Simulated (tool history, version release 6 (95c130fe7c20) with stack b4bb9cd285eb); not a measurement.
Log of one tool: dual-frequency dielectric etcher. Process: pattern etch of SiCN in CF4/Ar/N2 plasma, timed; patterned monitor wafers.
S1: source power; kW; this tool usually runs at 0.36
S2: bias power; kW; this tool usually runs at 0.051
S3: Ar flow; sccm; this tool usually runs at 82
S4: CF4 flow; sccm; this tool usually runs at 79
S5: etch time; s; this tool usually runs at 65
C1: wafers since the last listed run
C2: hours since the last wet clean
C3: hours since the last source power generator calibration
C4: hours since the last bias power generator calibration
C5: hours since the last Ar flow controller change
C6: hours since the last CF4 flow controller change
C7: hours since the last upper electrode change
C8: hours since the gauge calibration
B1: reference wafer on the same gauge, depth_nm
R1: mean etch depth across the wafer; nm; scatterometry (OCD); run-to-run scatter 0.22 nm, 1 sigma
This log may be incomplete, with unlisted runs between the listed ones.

Run 1, hour 0: usual settings but S3 93 sccm; C1 0; C2 127.3; C3 17; C4 141.4; C5 2237.7; C6 27.5; C7 0.5; C8 424.3; B1 34.63. Result: R1 41.39 nm.
Run 2, hour 6.5: usual settings but S3 93 sccm; C1 53; C2 133.8; C3 23.5; C4 147.9; C5 2244.2; C6 34; C7 7; C8 430.8; B1 34.72. Result: R1 41.43 nm.
Run 3, hour 40.9: usual settings but S3 93 sccm; C1 285; C2 168.2; C3 57.9; C4 182.3; C5 2278.6; C6 68.4; C7 41.4; C8 465.2; B1 34.71. Result: R1 41.66 nm.
Run 4, hour 58.8: usual settings but S1 0.44 kW; C1 148; C2 186.1; C3 75.8; C4 200.2; C5 2296.5; C6 86.3; C7 59.3; C8 483.1; B1 34.63. Result: R1 49.29 nm.
Run 5, hour 77.8: usual settings; C1 157; C2 205.1; C3 94.8; C4 219.2; C5 2315.5; C6 105.3; C7 78.3; C8 502.1; B1 34.64. Result: R1 42.44 nm.
Run 6, hour 93.9: usual settings but S2 0.043 kW, S3 69 sccm, S5 74.5 s; C1 133; C2 221.2; C3 110.9; C4 235.3; C5 2331.6; C6 121.4; C7 94.4; C8 518.2; B1 34.72. Result: R1 47.82 nm.
Run 7, hour 121.3: usual settings; C1 227; C2 248.6; C3 138.3; C4 262.7; C5 2359; C6 148.8; C7 121.8; C8 545.6; B1 34.67. Result: R1 42.05 nm.
Run 8, hour 146.3: usual settings but S2 0.057 kW, S3 64 sccm, S4 72 sccm, S5 71.5 s; C1 207; C2 273.6; C3 163.3; C4 287.7; C5 2384; C6 173.8; C7 146.8; C8 570.6; B1 34.7. Result: R1 49.98 nm.
Run 9, hour 170: usual settings but S2 0.062 kW, S4 66 sccm; C1 196; C2 297.3; C3 187; C4 311.4; C5 2407.7; C6 197.5; C7 170.5; C8 594.3; B1 34.71. Result: R1 44.33 nm.
At hour 206.4: Ar flow controller replaced.
Run 10, hour 206.9: usual settings but S1 0.31 kW, S3 100 sccm, S4 90 sccm; C1 256; C2 334.2; C3 223.9; C4 348.3; C5 0.5; C6 234.4; C7 207.4; C8 631.2; B1 34.69. Result: R1 36.98 nm.
Run 11, hour 236.5: usual settings but S2 0.062 kW, S4 66 sccm; C1 245; C2 363.8; C3 253.5; C4 377.9; C5 30.1; C6 264; C7 237; C8 660.8; B1 34.67. Result: R1 44.05 nm.
At hour 243.7: gauge calibrated.
Run 12, hour 256.2: usual settings but S1 0.43 kW, S2 0.058 kW, S4 67 sccm; C1 163; C2 383.5; C3 273.2; C4 397.6; C5 49.8; C6 283.7; C7 256.7; C8 12.5; B1 34.73. Result: R1 48.38 nm.
Run 13, hour 272.6: usual settings but S3 93 sccm; C1 136; C2 399.9; C3 289.6; C4 414; C5 66.2; C6 300.1; C7 273.1; C8 28.9; B1 34.72. Result: R1 41.02 nm.
At hour 306.4: wet clean of the chamber.
Run 14, hour 306.9: usual settings; C1 85; C2 0.5; C3 323.9; C4 448.3; C5 100.5; C6 334.4; C7 307.4; C8 63.2; B1 34.71. Result: R1 43.01 nm.
Run 15, hour 307.2: usual settings but S5 55.5 s; C1 2; C2 0.8; C3 324.2; C4 448.6; C5 100.8; C6 334.7; C7 307.7; C8 63.5; B1 34.72. Result: R1 36.41 nm.
Run 16, hour 325.7: usual settings but S2 0.062 kW, S3 96 sccm, S4 85 sccm, S5 79 s; C1 153; C2 19.3; C3 342.7; C4 467.1; C5 119.3; C6 353.2; C7 326.2; C8 82; B1 34.74. Result: R1 54.61 nm.
Run 17, hour 352.5: usual settings; C1 222; C2 46.1; C3 369.5; C4 493.9; C5 146.1; C6 380; C7 353; C8 108.8; B1 34.57. Result: R1 42.55 nm.
Run 18, hour 366.9: usual settings but S1 0.31 kW, S3 95 sccm, S4 90 sccm, S5 78.5 s; C1 119; C2 60.5; C3 383.9; C4 508.3; C5 160.5; C6 394.4; C7 367.4; C8 123.2; B1 34.78. Result: R1 45.65 nm.
Run 19, hour 382: usual settings; C1 125; C2 75.6; C3 399; C4 523.4; C5 175.6; C6 409.5; C7 382.5; C8 138.3; B1 34.7. Result: R1 43.18 nm.
Run 20, hour 405.6: usual settings but S1 0.39 kW, S2 0.057 kW, S3 95 sccm; C1 195; C2 99.2; C3 422.6; C4 547; C5 199.2; C6 433.1; C7 406.1; C8 161.9; B1 34.67. Result: R1 45.11 nm.
Run 21, hour 439.9: usual settings but S5 55 s; C1 284; C2 133.5; C3 456.9; C4 581.3; C5 233.5; C6 467.4; C7 440.4; C8 196.2; B1 34.73. Result: R1 35.93 nm.
Run 22, hour 475.5: usual settings but S1 0.29 kW, S2 0.058 kW, S4 96 sccm; C1 295; C2 169.1; C3 492.5; C4 616.9; C5 269.1; C6 503; C7 476; C8 231.8; B1 34.68. Result: R1 39.09 nm.

What if the next run were any one of these 3? Each begins from the tool's condition after run 22:
Run A, hour 475.9: usual settings but S2 0.057 kW; C1 3; C2 169.5; C3 492.9; C4 617.3; C5 269.5; C6 503.4; C7 476.4; C8 232.2; B1 ?. Result: R1 ?.
Run B, hour 475.9: usual settings but S4 92 sccm; C1 3; C2 169.5; C3 492.9; C4 617.3; C5 269.5; C6 503.4; C7 476.4; C8 232.2; B1 ?. Result: R1 ?.
Run C, hour 475.9: usual settings but S1 0.45 kW, S2 0.045 kW, S3 74 sccm, S5 83 s; C1 3; C2 169.5; C3 492.9; C4 617.3; C5 269.5; C6 503.4; C7 476.4; C8 232.2; B1 ?. Result: R1 ?.

run     B1     R1
  A  34.72  43.85
  B  34.72  42.97
  C  34.72  62.01
Without the tool's unlogged condition, the same runs would have read:
run     R1
  A  44.43
  B  43.53
  C  62.83
